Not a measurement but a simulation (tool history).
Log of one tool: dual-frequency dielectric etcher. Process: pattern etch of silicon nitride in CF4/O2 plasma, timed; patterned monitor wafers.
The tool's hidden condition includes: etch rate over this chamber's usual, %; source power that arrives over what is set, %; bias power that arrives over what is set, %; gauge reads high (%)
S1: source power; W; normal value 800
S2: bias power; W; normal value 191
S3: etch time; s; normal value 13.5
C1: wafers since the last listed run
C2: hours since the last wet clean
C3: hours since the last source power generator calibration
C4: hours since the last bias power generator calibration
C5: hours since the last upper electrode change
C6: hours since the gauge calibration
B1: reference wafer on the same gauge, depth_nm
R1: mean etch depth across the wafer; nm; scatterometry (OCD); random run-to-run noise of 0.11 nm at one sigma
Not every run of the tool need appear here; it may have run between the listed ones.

run	hour	S1	S2	S3	C1	C2	C3	C4	C5	C6	B1	R1
1	0	800	191	13.5	0	152.1	1833.7	3254.8	3744.8	669.7	43.41	46.69
2	64.2	800	191	13.5	793	216.3	1897.9	3319	3809	733.9	43.42	46.85
3	111.2	800	191	13.5	581	263.3	1944.9	3366	3856	780.9	43.4	47.16
4	172.5	800	191	13.5	758	324.6	2006.2	3427.3	3917.3	842.2	43.4	47.44
5	223.1	800	158	13.5	625	375.2	2056.8	3477.9	3967.9	892.8	43.4	44.31
# hour 261.5: wet clean of the chamber
6	285.7	800	158	13.5	477	24.2	2119.4	3540.5	4030.5	955.4	43.38	42.92
# hour 300: gauge calibrated
# hour 341.2: bias power generator calibrated
7	360.9	800	158	13.5	880	99.4	2194.6	19.7	4105.7	60.9	43.38	43.36
8	439.9	670	191	13.5	976	178.4	2273.6	98.7	4184.7	139.9	43.4	41.85
9	485	800	211	15.5	557	223.5	2318.7	143.8	4229.8	185	43.41	55.98
# hour 533.8: source power generator calibrated
10	538.1	800	191	13.5	607	276.6	4.3	196.9	4282.9	238.1	43.4	45.25
11	586	980	166	12	592	324.5	52.2	244.8	4330.8	286	43.39	43.97
# hour 649.6: wet clean of the chamber
# hour 653.7: upper electrode replaced
12	654.2	800	228	11.5	495	4.6	120.4	313	0.5	354.2	43.39	40.72
13	750.4	800	191	13.5	1189	100.8	216.6	409.2	96.7	450.4	43.39	44.78
14	829.8	930	170	11	981	180.2	296	488.6	176.1	529.8	43.4	39.01
15	866.3	800	209	16	451	216.7	332.5	525.1	212.6	566.3	43.38	56.22
16	948.4	890	236	13.5	1015	298.8	414.6	607.2	294.7	648.4	43.41	53.39

Below, some changes in R1 between adjacent runs. For each, the amount present without the hidden state too (settings, incoming material, random variation) and the amount remaining for the hidden state with gauge scatter not shared by both compared results:
Run 9 -> 10: S2 211 -> 191, S3 15.5 -> 13.5, source power generator calibrated. R1 -10.73 nm: hidden state -2.15, all else -8.58.
Run 14 -> 15: S1 930 -> 800, S2 170 -> 209, S3 11 -> 16. R1 +17.21 nm: hidden state +0.57, all else +16.64.
